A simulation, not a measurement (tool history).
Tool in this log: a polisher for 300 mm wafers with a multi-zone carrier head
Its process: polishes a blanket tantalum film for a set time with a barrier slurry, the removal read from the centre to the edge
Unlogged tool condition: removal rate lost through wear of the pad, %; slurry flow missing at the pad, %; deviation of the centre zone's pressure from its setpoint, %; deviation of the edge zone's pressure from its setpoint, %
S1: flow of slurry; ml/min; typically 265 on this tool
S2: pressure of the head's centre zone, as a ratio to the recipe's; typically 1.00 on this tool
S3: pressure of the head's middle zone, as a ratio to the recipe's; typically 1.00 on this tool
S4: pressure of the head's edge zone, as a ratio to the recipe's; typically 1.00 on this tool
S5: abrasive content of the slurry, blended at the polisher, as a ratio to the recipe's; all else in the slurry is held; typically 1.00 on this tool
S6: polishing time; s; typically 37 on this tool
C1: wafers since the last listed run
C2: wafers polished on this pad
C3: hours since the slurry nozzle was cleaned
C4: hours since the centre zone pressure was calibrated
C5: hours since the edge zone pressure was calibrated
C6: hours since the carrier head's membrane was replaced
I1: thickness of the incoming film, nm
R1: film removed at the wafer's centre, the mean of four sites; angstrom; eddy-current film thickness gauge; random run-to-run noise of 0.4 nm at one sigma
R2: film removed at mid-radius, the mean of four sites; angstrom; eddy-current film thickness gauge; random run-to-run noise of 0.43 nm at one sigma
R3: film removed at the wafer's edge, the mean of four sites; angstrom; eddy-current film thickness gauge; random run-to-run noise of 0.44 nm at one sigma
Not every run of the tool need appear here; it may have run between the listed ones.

run,hour,S1,S2,S3,S4,S5,S6,C1,C2,C3,C4,C5,C6,I1,R1,R2,R3
1,0.0,265,1.00,1.00,1.00,1.00,37,0,763,279.1,677.0,65.5,1458.9,309.9,604,566,568
2,20.0,265,1.00,1.00,1.00,1.00,37,230,994,299.1,697.0,85.5,1478.9,303.4,611,567,568
3,61.0,265,1.00,0.97,1.00,1.15,37,473,1467,340.1,738.0,126.5,1519.9,311.3,638,579,587
# hour 117.9: worn pad replaced by a new one
4,148.2,265,1.00,1.00,1.00,1.00,37,960,349,427.3,825.2,213.7,1607.1,303.4,611,567,568
5,234.7,265,1.00,1.00,1.00,1.00,37,998,1348,513.8,911.7,300.2,1693.6,310.1,636,564,569
6,259.9,265,1.00,1.00,1.00,1.00,37,290,1638,539.0,936.9,325.4,1718.8,312.8,637,562,557
7,282.6,265,1.00,1.00,1.00,1.00,37,262,1901,561.7,959.6,348.1,1741.5,310.0,644,563,568
# hour 285.7: centre zone pressure recalibrated
# hour 291.6: worn pad replaced by a new one
8,318.1,265,1.00,1.00,1.00,1.00,37,340,306,597.2,32.4,383.6,1777.0,310.5,575,557,567
9,335.2,265,1.00,1.04,0.90,1.00,29,197,503,614.3,49.5,400.7,1794.1,311.2,454,456,416
10,364.5,265,1.00,1.00,1.00,1.00,37,338,841,643.6,78.8,430.0,1823.4,314.1,570,566,566
# hour 373.8: slurry nozzle cleaned
11,399.1,265,1.05,1.00,1.00,1.30,29,387,1229,25.3,113.4,464.6,1858.0,313.9,514,469,477
12,431.2,265,0.95,1.00,1.00,0.85,49,370,1600,57.4,145.5,496.7,1890.1,307.7,688,714,705
# hour 437.8: worn pad replaced by a new one
# hour 439.2: edge zone pressure recalibrated
13,451.6,265,1.00,1.00,1.00,0.75,37,172,142,77.8,165.9,12.4,1910.5,307.4,517,500,504
# hour 482.8: carrier head's membrane replaced by a new one
14,483.3,265,1.00,1.00,1.04,1.00,37,308,451,109.5,197.6,44.1,0.5,308.5,586,564,575
15,502.2,265,1.00,1.00,1.00,1.00,37,218,669,128.4,216.5,63.0,19.4,312.1,578,564,561
16,527.5,265,0.92,1.10,1.00,1.00,37,292,961,153.7,241.8,88.3,44.7,314.2,532,615,569
17,540.3,265,1.12,1.00,1.00,0.70,47,147,1109,166.5,254.6,101.1,57.5,306.9,715,620,620
18,568.5,305,1.00,1.00,1.00,1.00,48,325,1434,194.7,282.8,129.3,85.7,308.6,768,740,748
19,585.9,265,1.00,1.00,1.00,1.00,41,200,1635,212.1,300.2,146.7,103.1,313.5,635,627,626
20,597.9,355,1.05,1.00,0.91,0.75,37,138,1774,224.1,312.2,158.7,115.1,315.9,566,518,501
# hour 605.6: worn pad replaced by a new one
21,614.0,265,1.00,0.92,1.00,0.85,37,139,96,240.2,328.3,174.8,131.2,308.8,548,494,541
22,644.3,265,1.05,1.00,1.00,1.30,29,349,446,270.5,358.6,205.1,161.5,309.7,520,476,477
23,677.7,265,1.00,1.00,0.91,0.90,37,385,832,303.9,392.0,238.5,194.9,311.7,569,545,519

Forecast each of these 3 alternatives for the next run:
A,678.1,265,1.00,1.00,1.00,1.00,26,4,836,304.3,392.4,238.9,195.3,310.3,?,?,?
B,678.1,210,1.00,1.05,1.00,1.00,37,4,836,304.3,392.4,238.9,195.3,310.3,?,?,?
C,678.1,265,0.96,0.97,0.95,1.00,46,4,836,304.3,392.4,238.9,195.3,310.3,?,?,?

run,R1,R2,R3
A,415,393,399
B,570,565,554
C,704,679,689
The same runs, with their run-to-run variation unchanged, on a tool lacking any hidden condition would have given:
run,R1,R2,R3
A,403,394,399
B,553,565,554
C,684,679,689
